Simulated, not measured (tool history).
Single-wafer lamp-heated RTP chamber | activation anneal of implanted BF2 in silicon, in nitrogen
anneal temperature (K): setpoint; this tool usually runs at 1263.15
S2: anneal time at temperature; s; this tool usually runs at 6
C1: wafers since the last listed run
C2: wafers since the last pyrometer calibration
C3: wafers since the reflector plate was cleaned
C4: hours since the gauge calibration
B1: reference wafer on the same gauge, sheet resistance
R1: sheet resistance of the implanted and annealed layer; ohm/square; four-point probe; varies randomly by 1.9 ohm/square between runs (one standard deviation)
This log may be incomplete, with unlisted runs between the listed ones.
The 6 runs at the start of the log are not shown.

Run 7, day 14.017: usual settings; C1 460; C2 3735; C3 5222; C4 1439.4; B1 323.01. Result: R1 374.46 ohm/square.
At day 15.562: reflector plate cleaned.
Run 8, day 16.979: usual settings; C1 748; C2 4484; C3 403; C4 1510.5; B1 322.74. Result: R1 365.53 ohm/square.
Run 9, day 19.792: usual settings but anneal temperature (K) 1248.15; C1 800; C2 5285; C3 1203; C4 1578.0; B1 322.75. Result: R1 381.11 ohm/square.
At day 22.238: pyrometer window cleaned and pyrometer calibrated.
Run 10, day 22.729: usual settings but anneal temperature (K) 1248.15; C1 741; C2 139; C3 1945; C4 1648.5; B1 322.34. Result: R1 401.10 ohm/square.
Run 11, day 25.438: usual settings but anneal temperature (K) 1248.15; C1 771; C2 910; C3 2716; C4 1713.5; B1 322.90. Result: R1 394.67 ohm/square.
Run 12, day 28.346: usual settings; C1 828; C2 1739; C3 3544; C4 1783.3; B1 323.74. Result: R1 375.59 ohm/square.
At day 28.833: gauge calibrated.
Run 13, day 30.917: usual settings; C1 732; C2 2471; C3 4276; C4 50.0; B1 322.97. Result: R1 372.58 ohm/square.
At day 36.604: reflector plate cleaned.
Run 14, day 37.558: usual settings; C1 1796; C2 4267; C3 271; C4 209.4; B1 322.91. Result: R1 366.24 ohm/square.
Run 15, day 39.871: usual settings; C1 658; C2 4925; C3 930; C4 264.9; B1 323.26. Result: R1 366.76 ohm/square.
Run 16, day 41.746: usual settings; C1 533; C2 5459; C3 1464; C4 309.9; B1 322.83. Result: R1 364.66 ohm/square.
At day 43.658: pyrometer window cleaned and pyrometer calibrated.
Run 17, day 43.679: usual settings; C1 455; C2 6; C3 1919; C4 356.3; B1 322.79. Result: R1 375.14 ohm/square.
Run 18, day 46.283: usual settings; C1 741; C2 747; C3 2661; C4 418.8; B1 322.85. Result: R1 376.38 ohm/square.

Run 19 has not been measured yet. What should we expect?
Run 19, day 47.304: usual settings; C1 290; C2 1038; C3 2951; C4 443.3; B1 ?. Result: R1 ?.

{"run 19": {"B1": 323.93, "R1": 379.8}}
Take away the tool's hidden state, keep the run-to-run variation as it was, and the same run would have given R1 381.21 ohm/square.

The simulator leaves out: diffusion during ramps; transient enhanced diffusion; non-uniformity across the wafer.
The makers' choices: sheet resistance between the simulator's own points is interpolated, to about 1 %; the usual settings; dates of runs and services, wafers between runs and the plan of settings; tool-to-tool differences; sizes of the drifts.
